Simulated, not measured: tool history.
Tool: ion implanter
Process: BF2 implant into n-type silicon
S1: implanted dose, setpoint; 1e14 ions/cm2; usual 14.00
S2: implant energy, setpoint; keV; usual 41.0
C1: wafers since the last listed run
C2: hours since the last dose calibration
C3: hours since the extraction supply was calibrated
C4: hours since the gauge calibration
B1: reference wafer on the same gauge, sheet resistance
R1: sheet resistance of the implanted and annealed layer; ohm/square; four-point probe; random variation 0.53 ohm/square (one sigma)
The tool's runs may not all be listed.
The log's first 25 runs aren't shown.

run	hour	S1	S2	C1	C2	C3	C4	B1	R1
26	632.8	15.23	32.0	926	104.2	269.5	45.6	116.45	115.63
27	658.3	11.94	34.5	769	129.7	295.0	71.1	116.19	121.57
28	677.2	14.00	41.0	570	148.6	313.9	90.0	116.02	107.07
29	721.4	14.00	41.0	1333	192.8	358.1	134.2	115.69	106.14
30	740.5	12.05	36.5	576	211.9	377.2	153.3	115.44	116.54
31	752.7	12.65	34.5	368	224.1	389.4	165.5	115.56	118.11
32	787.8	14.00	34.5	1059	259.2	424.5	200.6	115.22	113.34
33	818.5	16.66	50.5	926	289.9	455.2	231.3	115.07	91.61
34	840.0	15.61	52.0	648	311.4	476.7	252.8	115.01	92.46
35	873.5	14.00	34.0	1010	344.9	510.2	286.3	114.74	113.14

The next listed run, before its measurement:
36	904.9	15.46	41.0	947	376.3	541.6	317.7	?	?

B1: 114.80
R1: 102.17 ohm/square
Without the tool's hidden state the same run would have given R1 104.12 ohm/square.
